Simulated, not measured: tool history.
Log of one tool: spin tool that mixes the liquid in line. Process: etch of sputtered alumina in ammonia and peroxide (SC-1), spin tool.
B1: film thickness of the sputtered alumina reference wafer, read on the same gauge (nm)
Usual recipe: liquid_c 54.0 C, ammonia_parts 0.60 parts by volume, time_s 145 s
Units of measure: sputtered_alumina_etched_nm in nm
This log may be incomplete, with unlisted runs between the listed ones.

{"run": 1, "hour": 0.0, "liquid_c": 54.0, "ammonia_parts": 0.8, "time_s": 145, "B1": 99.99, "sputtered_alumina_etched_nm": 17.8}
{"run": 2, "hour": 103.2, "liquid_c": 54.0, "ammonia_parts": 0.8, "time_s": 145, "B1": 99.98, "sputtered_alumina_etched_nm": 17.75}
{"run": 3, "hour": 178.8, "liquid_c": 54.0, "ammonia_parts": 0.5, "time_s": 145, "B1": 100.0, "sputtered_alumina_etched_nm": 17.15}
{"run": 4, "hour": 227.8, "liquid_c": 54.0, "ammonia_parts": 0.6, "time_s": 145, "B1": 100.0, "sputtered_alumina_etched_nm": 17.34}
{"run": 5, "hour": 279.4, "liquid_c": 54.0, "ammonia_parts": 0.6, "time_s": 145, "B1": 100.0, "sputtered_alumina_etched_nm": 17.29}
{"hour": 289.5, "done": "heated supply line repaired"}
{"hour": 340.4, "done": "new drum of ammonia solution connected"}
{"run": 6, "hour": 348.9, "liquid_c": 54.0, "ammonia_parts": 0.6, "time_s": 145, "B1": 100.03, "sputtered_alumina_etched_nm": 18.29}
{"run": 7, "hour": 428.9, "liquid_c": 54.0, "ammonia_parts": 0.6, "time_s": 145, "B1": 100.0, "sputtered_alumina_etched_nm": 18.35}
{"run": 8, "hour": 497.0, "liquid_c": 54.0, "ammonia_parts": 0.6, "time_s": 145, "B1": 100.01, "sputtered_alumina_etched_nm": 18.28}
{"hour": 529.7, "done": "ammonia flow meter replaced"}
{"run": 9, "hour": 563.3, "liquid_c": 54.0, "ammonia_parts": 0.6, "time_s": 145, "B1": 99.99, "sputtered_alumina_etched_nm": 18.35}
{"run": 10, "hour": 603.0, "liquid_c": 54.0, "ammonia_parts": 0.6, "time_s": 145, "B1": 99.99, "sputtered_alumina_etched_nm": 18.41}
{"run": 11, "hour": 675.1, "liquid_c": 58.0, "ammonia_parts": 0.5, "time_s": 105, "B1": 99.98, "sputtered_alumina_etched_nm": 15.95}
{"run": 12, "hour": 713.6, "liquid_c": 54.0, "ammonia_parts": 0.6, "time_s": 145, "B1": 99.99, "sputtered_alumina_etched_nm": 18.24}
{"run": 13, "hour": 787.8, "liquid_c": 48.5, "ammonia_parts": 0.9, "time_s": 215, "B1": 100.0, "sputtered_alumina_etched_nm": 20.8}
{"hour": 836.7, "done": "gauge calibrated"}
{"run": 14, "hour": 879.8, "liquid_c": 54.0, "ammonia_parts": 0.6, "time_s": 80, "B1": 99.98, "sputtered_alumina_etched_nm": 10.12}
{"run": 15, "hour": 940.1, "liquid_c": 60.0, "ammonia_parts": 0.6, "time_s": 175, "B1": 99.97, "sputtered_alumina_etched_nm": 30.5}
{"run": 16, "hour": 984.5, "liquid_c": 54.0, "ammonia_parts": 0.6, "time_s": 145, "B1": 100.01, "sputtered_alumina_etched_nm": 18.38}
{"run": 17, "hour": 1064.3, "liquid_c": 45.5, "ammonia_parts": 0.9, "time_s": 145, "B1": 100.01, "sputtered_alumina_etched_nm": 11.94}
{"hour": 1072.1, "done": "thermometer replaced"}
{"run": 18, "hour": 1110.2, "liquid_c": 54.0, "ammonia_parts": 0.6, "time_s": 145, "B1": 100.02, "sputtered_alumina_etched_nm": 17.32}
{"run": 19, "hour": 1146.6, "liquid_c": 60.0, "ammonia_parts": 0.5, "time_s": 60, "B1": 100.0, "sputtered_alumina_etched_nm": 9.66}
{"hour": 1159.5, "done": "heated supply line repaired"}
{"hour": 1315.6, "done": "new drum of ammonia solution connected"}
{"run": 20, "hour": 1318.3, "liquid_c": 60.5, "ammonia_parts": 0.5, "time_s": 75, "B1": 100.0, "sputtered_alumina_etched_nm": 12.84}
{"run": 21, "hour": 1368.4, "liquid_c": 59.0, "ammonia_parts": 0.6, "time_s": 145, "B1": 100.0, "sputtered_alumina_etched_nm": 23.39}
{"run": 22, "hour": 1444.6, "liquid_c": 48.5, "ammonia_parts": 0.4, "time_s": 190, "B1": 99.99, "sputtered_alumina_etched_nm": 16.8}
{"run": 23, "hour": 1551.1, "liquid_c": 62.5, "ammonia_parts": 0.3, "time_s": 185, "B1": 99.98, "sputtered_alumina_etched_nm": 33.6}
{"run": 24, "hour": 1618.6, "liquid_c": 45.0, "ammonia_parts": 0.85, "time_s": 120, "B1": 99.99, "sputtered_alumina_etched_nm": 9.41}
{"run": 25, "hour": 1720.6, "liquid_c": 62.5, "ammonia_parts": 0.6, "time_s": 225, "B1": 100.01, "sputtered_alumina_etched_nm": 43.41}

Measured less the same run without the tool's hidden state. The same run-to-run variation is in both; the gauge's scatter may not be:
What the log doesn't record here: liquid hotter than its thermometer reads (K); ammonia flow below the setpoint (%); temperature lost on the way to the wafer (K); ammonia solution weaker than its label (%); gauge reads high (%).
run=1 sputtered_alumina_etched_nm=-0.57
run=2 sputtered_alumina_etched_nm=-0.56
run=3 sputtered_alumina_etched_nm=-0.54
run=4 sputtered_alumina_etched_nm=-0.55
run=5 sputtered_alumina_etched_nm=-0.55
run=6 sputtered_alumina_etched_nm=+0.34
run=7 sputtered_alumina_etched_nm=+0.34
run=8 sputtered_alumina_etched_nm=+0.34
run=9 sputtered_alumina_etched_nm=+0.34
run=10 sputtered_alumina_etched_nm=+0.35
run=11 sputtered_alumina_etched_nm=+0.29
run=12 sputtered_alumina_etched_nm=+0.34
run=13 sputtered_alumina_etched_nm=+0.40
run=14 sputtered_alumina_etched_nm=+0.19
run=15 sputtered_alumina_etched_nm=+0.56
run=16 sputtered_alumina_etched_nm=+0.35
run=17 sputtered_alumina_etched_nm=+0.24
run=18 sputtered_alumina_etched_nm=-0.62
run=19 sputtered_alumina_etched_nm=-0.33
run=20 sputtered_alumina_etched_nm=+0.05
run=21 sputtered_alumina_etched_nm=+0.10
run=22 sputtered_alumina_etched_nm=+0.07
run=23 sputtered_alumina_etched_nm=+0.14
run=24 sputtered_alumina_etched_nm=+0.05
run=25 sputtered_alumina_etched_nm=+0.19

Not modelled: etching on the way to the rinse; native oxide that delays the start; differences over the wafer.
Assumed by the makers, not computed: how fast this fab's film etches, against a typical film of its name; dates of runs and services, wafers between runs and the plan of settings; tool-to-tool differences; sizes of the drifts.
